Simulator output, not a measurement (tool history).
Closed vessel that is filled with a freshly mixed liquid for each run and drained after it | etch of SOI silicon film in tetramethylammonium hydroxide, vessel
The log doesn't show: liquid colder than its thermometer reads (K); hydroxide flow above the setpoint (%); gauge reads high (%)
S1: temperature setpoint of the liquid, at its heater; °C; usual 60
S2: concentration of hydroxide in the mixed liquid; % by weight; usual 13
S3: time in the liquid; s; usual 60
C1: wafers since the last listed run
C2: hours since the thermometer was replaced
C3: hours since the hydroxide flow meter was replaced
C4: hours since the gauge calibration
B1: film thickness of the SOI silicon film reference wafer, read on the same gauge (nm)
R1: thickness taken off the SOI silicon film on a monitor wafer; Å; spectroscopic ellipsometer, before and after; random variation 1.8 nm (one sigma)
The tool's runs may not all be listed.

run 1 hour=0 | S1=60 S2=13 S3=60 | C1=0 C2=2945.3 C3=1187.2 C4=564.1 | B1=120 | R1=2121.1
run 2 hour=41.4 | S1=60 S2=13 S3=60 | C1=5100 C2=2986.7 C3=1228.6 C4=605.5 | B1=119.99 | R1=2147.4
-- hour=61.4 gauge calibrated
run 3 hour=104.3 | S1=60 S2=13 S3=60 | C1=7749 C2=3049.6 C3=1291.5 C4=42.9 | B1=119.99 | R1=2135.4
run 4 hour=138.6 | S1=60 S2=11 S3=60 | C1=4225 C2=3083.9 C3=1325.8 C4=77.2 | B1=119.98 | R1=2299.3
run 5 hour=209.1 | S1=60 S2=13 S3=60 | C1=8685 C2=3154.4 C3=1396.3 C4=147.7 | B1=120.01 | R1=2120.5
run 6 hour=243.5 | S1=60 S2=13 S3=60 | C1=4237 C2=3188.8 C3=1430.7 C4=182.1 | B1=120 | R1=2150.9
-- hour=302.7 thermometer replaced
run 7 hour=308.1 | S1=60 S2=13 S3=60 | C1=7835 C2=5.4 C3=1495.3 C4=246.7 | B1=120.01 | R1=2130.1
run 8 hour=333.1 | S1=60 S2=13 S3=60 | C1=3079 C2=30.4 C3=1520.3 C4=271.7 | B1=119.99 | R1=2098.6
-- hour=352.5 hydroxide flow meter replaced
run 9 hour=360.9 | S1=64 S2=13 S3=45 | C1=3301 C2=58.2 C3=8.4 C4=299.5 | B1=119.99 | R1=2140.7
run 10 hour=420.7 | S1=60 S2=15.5 S3=75 | C1=7367 C2=118 C3=68.2 C4=359.3 | B1=119.99 | R1=2556.7
run 11 hour=445.6 | S1=60 S2=12 S3=60 | C1=3067 C2=142.9 C3=93.1 C4=384.2 | B1=120.02 | R1=2298.1
run 12 hour=510.3 | S1=60 S2=15.5 S3=75 | C1=7970 C2=207.6 C3=157.8 C4=448.9 | B1=120.04 | R1=2559
run 13 hour=554.1 | S1=60 S2=13 S3=60 | C1=5396 C2=251.4 C3=201.6 C4=492.7 | B1=120 | R1=2190.2
run 14 hour=580.6 | S1=52.5 S2=13 S3=30 | C1=3264 C2=277.9 C3=228.1 C4=519.2 | B1=120.01 | R1=669
-- hour=605.9 gauge calibrated
run 15 hour=616.3 | S1=60 S2=11 S3=45 | C1=4398 C2=313.6 C3=263.8 C4=10.4 | B1=120.01 | R1=1770.4
run 16 hour=685.9 | S1=54.5 S2=10.5 S3=80 | C1=8574 C2=383.2 C3=333.4 C4=80 | B1=120.02 | R1=2277.5
run 17 hour=737.6 | S1=53 S2=13 S3=60 | C1=6369 C2=434.9 C3=385.1 C4=131.7 | B1=119.98 | R1=1405
run 18 hour=794.2 | S1=60 S2=13 S3=60 | C1=6972 C2=491.5 C3=441.7 C4=188.3 | B1=119.98 | R1=2224
run 19 hour=854.9 | S1=62.5 S2=15 S3=70 | C1=7478 C2=552.2 C3=502.4 C4=249 | B1=119.98 | R1=2822.9

Forecast each of these 4 alternatives for the next run:
run A hour=855.6 | S1=60 S2=13 S3=60 | C1=86 C2=552.9 C3=503.1 C4=249.7 | B1=? | R1=?
run B hour=855.6 | S1=56.5 S2=9.5 S3=35 | C1=86 C2=552.9 C3=503.1 C4=249.7 | B1=? | R1=?
run C hour=855.6 | S1=56.5 S2=12 S3=60 | C1=86 C2=552.9 C3=503.1 C4=249.7 | B1=? | R1=?
run D hour=855.6 | S1=60 S2=13 S3=35 | C1=86 C2=552.9 C3=503.1 C4=249.7 | B1=? | R1=?

run=A B1=119.97 R1=2207.2
run=B B1=119.97 R1=1166.8
run=C B1=119.97 R1=1833.7
run=D B1=119.97 R1=1287.5
Without the tool's hidden state the same runs would have given:
run=A R1=2249.6
run=B R1=1186.1
run=C R1=1865
run=D R1=1312.3

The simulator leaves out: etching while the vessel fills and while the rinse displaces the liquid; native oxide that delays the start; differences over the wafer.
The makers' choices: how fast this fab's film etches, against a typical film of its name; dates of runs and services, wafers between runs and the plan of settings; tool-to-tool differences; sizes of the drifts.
